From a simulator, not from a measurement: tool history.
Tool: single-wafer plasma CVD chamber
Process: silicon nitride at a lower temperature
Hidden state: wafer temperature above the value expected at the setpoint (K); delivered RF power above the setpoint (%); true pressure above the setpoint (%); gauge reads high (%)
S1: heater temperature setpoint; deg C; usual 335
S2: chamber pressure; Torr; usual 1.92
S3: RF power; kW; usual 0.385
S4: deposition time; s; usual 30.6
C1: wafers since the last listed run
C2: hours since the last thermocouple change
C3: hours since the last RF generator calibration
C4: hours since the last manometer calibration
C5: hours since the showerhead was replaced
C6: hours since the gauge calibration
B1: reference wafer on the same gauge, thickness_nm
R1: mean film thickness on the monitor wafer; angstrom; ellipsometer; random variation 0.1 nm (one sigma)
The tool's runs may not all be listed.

{"run": 1, "hour": 0.0, "S1": 335, "S2": 1.92, "S3": 0.385, "S4": 30.6, "C1": 0, "C2": 1470.8, "C3": 556.8, "C4": 835, "C5": 3045.3, "C6": 462.3, "B1": 34.272, "R1": 416.57}
{"run": 2, "hour": 19.0, "S1": 335, "S2": 1.92, "S3": 0.385, "S4": 30.6, "C1": 464, "C2": 1489.8, "C3": 575.8, "C4": 854, "C5": 3064.3, "C6": 481.3, "B1": 34.302, "R1": 417}
{"run": 3, "hour": 43.6, "S1": 335, "S2": 1.92, "S3": 0.385, "S4": 30.6, "C1": 601, "C2": 1514.4, "C3": 600.4, "C4": 878.6, "C5": 3088.9, "C6": 505.9, "B1": 34.299, "R1": 417.43}
{"run": 4, "hour": 77.7, "S1": 335, "S2": 1.92, "S3": 0.385, "S4": 30.6, "C1": 834, "C2": 1548.5, "C3": 634.5, "C4": 912.7, "C5": 3123, "C6": 540, "B1": 34.29, "R1": 415.29}
{"run": 5, "hour": 131.5, "S1": 335, "S2": 1.92, "S3": 0.385, "S4": 30.6, "C1": 1316, "C2": 1602.3, "C3": 688.3, "C4": 966.5, "C5": 3176.8, "C6": 593.8, "B1": 34.33, "R1": 415.46}
{"run": 6, "hour": 166.5, "S1": 335, "S2": 1.92, "S3": 0.385, "S4": 30.6, "C1": 856, "C2": 1637.3, "C3": 723.3, "C4": 1001.5, "C5": 3211.8, "C6": 628.8, "B1": 34.306, "R1": 412.56}
{"hour": 212.2, "done": "gauge calibrated"}
{"run": 7, "hour": 213.2, "S1": 342, "S2": 1.92, "S3": 0.385, "S4": 30.6, "C1": 1142, "C2": 1684, "C3": 770, "C4": 1048.2, "C5": 3258.5, "C6": 1, "B1": 34.313, "R1": 412.97}
{"run": 8, "hour": 234.4, "S1": 335, "S2": 1.92, "S3": 0.385, "S4": 30.6, "C1": 518, "C2": 1705.2, "C3": 791.2, "C4": 1069.4, "C5": 3279.7, "C6": 22.2, "B1": 34.316, "R1": 412.6}
{"run": 9, "hour": 247.9, "S1": 335, "S2": 1.92, "S3": 0.385, "S4": 30.6, "C1": 330, "C2": 1718.7, "C3": 804.7, "C4": 1082.9, "C5": 3293.2, "C6": 35.7, "B1": 34.292, "R1": 410.49}
{"hour": 283.8, "done": "showerhead replaced, of another model than before"}
{"run": 10, "hour": 284.3, "S1": 335, "S2": 1.92, "S3": 0.385, "S4": 30.6, "C1": 694, "C2": 1755.1, "C3": 841.1, "C4": 1119.3, "C5": 0.5, "C6": 72.1, "B1": 34.294, "R1": 417.15}
{"run": 11, "hour": 312.5, "S1": 335, "S2": 1.92, "S3": 0.385, "S4": 30.6, "C1": 689, "C2": 1783.3, "C3": 869.3, "C4": 1147.5, "C5": 28.7, "C6": 100.3, "B1": 34.274, "R1": 415.42}
{"hour": 333.2, "done": "RF generator calibrated"}
{"run": 12, "hour": 345.2, "S1": 335, "S2": 1.92, "S3": 0.385, "S4": 30.6, "C1": 604, "C2": 1816, "C3": 12, "C4": 1180.2, "C5": 61.4, "C6": 133, "B1": 34.328, "R1": 422.38}
{"hour": 366.1, "done": "capacitance manometer re-zeroed and calibrated"}
{"run": 13, "hour": 366.6, "S1": 335, "S2": 1.92, "S3": 0.385, "S4": 30.6, "C1": 327, "C2": 1837.4, "C3": 33.4, "C4": 0.5, "C5": 82.8, "C6": 154.4, "B1": 34.286, "R1": 421.14}
{"run": 14, "hour": 390.2, "S1": 335, "S2": 1.92, "S3": 0.385, "S4": 30.6, "C1": 577, "C2": 1861, "C3": 57, "C4": 24.1, "C5": 106.4, "C6": 178, "B1": 34.322, "R1": 421.71}
{"run": 15, "hour": 409.4, "S1": 335, "S2": 2.16, "S3": 0.385, "S4": 33.2, "C1": 469, "C2": 1880.2, "C3": 76.2, "C4": 43.3, "C5": 125.6, "C6": 197.2, "B1": 34.281, "R1": 481.91}
{"run": 16, "hour": 430.0, "S1": 326, "S2": 2.4, "S3": 0.385, "S4": 30.6, "C1": 503, "C2": 1900.8, "C3": 96.8, "C4": 63.9, "C5": 146.2, "C6": 217.8, "B1": 34.279, "R1": 464.39}
{"run": 17, "hour": 464.0, "S1": 335, "S2": 1.92, "S3": 0.385, "S4": 30.6, "C1": 831, "C2": 1934.8, "C3": 130.8, "C4": 97.9, "C5": 180.2, "C6": 251.8, "B1": 34.329, "R1": 420.96}
{"run": 18, "hour": 480.1, "S1": 347, "S2": 2.21, "S3": 0.31, "S4": 30.6, "C1": 393, "C2": 1950.9, "C3": 146.9, "C4": 114, "C5": 196.3, "C6": 267.9, "B1": 34.288, "R1": 413.24}
{"hour": 495.1, "done": "thermocouple changed; heater temperature recalibrated"}
{"run": 19, "hour": 512.0, "S1": 340, "S2": 1.45, "S3": 0.35, "S4": 30.6, "C1": 584, "C2": 16.9, "C3": 178.8, "C4": 145.9, "C5": 228.2, "C6": 299.8, "B1": 34.262, "R1": 344.4}
{"run": 20, "hour": 535.0, "S1": 347, "S2": 1.52, "S3": 0.385, "S4": 30.6, "C1": 562, "C2": 39.9, "C3": 201.8, "C4": 168.9, "C5": 251.2, "C6": 322.8, "B1": 34.315, "R1": 370.22}
{"run": 21, "hour": 554.6, "S1": 335, "S2": 1.92, "S3": 0.385, "S4": 35.9, "C1": 479, "C2": 59.5, "C3": 221.4, "C4": 188.5, "C5": 270.8, "C6": 342.4, "B1": 34.295, "R1": 495.09}
{"run": 22, "hour": 580.8, "S1": 349, "S2": 1.92, "S3": 0.385, "S4": 27.1, "C1": 640, "C2": 85.7, "C3": 247.6, "C4": 214.7, "C5": 297, "C6": 368.6, "B1": 34.28, "R1": 371.65}
{"run": 23, "hour": 605.4, "S1": 335, "S2": 1.92, "S3": 0.385, "S4": 30.6, "C1": 601, "C2": 110.3, "C3": 272.2, "C4": 239.3, "C5": 321.6, "C6": 393.2, "B1": 34.247, "R1": 421.66}
{"run": 24, "hour": 620.9, "S1": 331, "S2": 2.15, "S3": 0.385, "S4": 30.6, "C1": 379, "C2": 125.8, "C3": 287.7, "C4": 254.8, "C5": 337.1, "C6": 408.7, "B1": 34.278, "R1": 445.51}
{"run": 25, "hour": 649.9, "S1": 335, "S2": 1.92, "S3": 0.385, "S4": 30.6, "C1": 709, "C2": 154.8, "C3": 316.7, "C4": 283.8, "C5": 366.1, "C6": 437.7, "B1": 34.295, "R1": 421.82}
{"run": 26, "hour": 672.4, "S1": 330, "S2": 1.92, "S3": 0.43, "S4": 25.1, "C1": 550, "C2": 177.3, "C3": 339.2, "C4": 306.3, "C5": 388.6, "C6": 460.2, "B1": 34.281, "R1": 359.4}
{"run": 27, "hour": 707.1, "S1": 335, "S2": 1.73, "S3": 0.385, "S4": 30.6, "C1": 848, "C2": 212, "C3": 373.9, "C4": 341, "C5": 423.3, "C6": 494.9, "B1": 34.354, "R1": 400.13}
{"run": 28, "hour": 726.7, "S1": 335, "S2": 1.92, "S3": 0.32, "S4": 33.6, "C1": 479, "C2": 231.6, "C3": 393.5, "C4": 360.6, "C5": 442.9, "C6": 514.5, "B1": 34.306, "R1": 431.63}
{"run": 29, "hour": 750.2, "S1": 335, "S2": 2.16, "S3": 0.385, "S4": 33.2, "C1": 574, "C2": 255.1, "C3": 417, "C4": 384.1, "C5": 466.4, "C6": 538, "B1": 34.298, "R1": 478.39}

The same runs without the tool's hidden state, with the same run-to-run variation:
run=1 R1=422.08
run=2 R1=422.87
run=3 R1=423.78
run=4 R1=422.3
run=5 R1=423.64
run=6 R1=421.5
run=7 R1=423.08
run=8 R1=423.25
run=9 R1=421.45
run=10 R1=423.47
run=11 R1=422.14
run=12 R1=422.95
run=13 R1=421.71
run=14 R1=422.3
run=15 R1=482.61
run=16 R1=465.1
run=17 R1=421.67
run=18 R1=413.98
run=19 R1=345.08
run=20 R1=371.02
run=21 R1=496.25
run=22 R1=372.61
run=23 R1=422.85
run=24 R1=446.85
run=25 R1=423.24
run=26 R1=360.63
run=27 R1=401.79
run=28 R1=433.56
run=29 R1=480.72
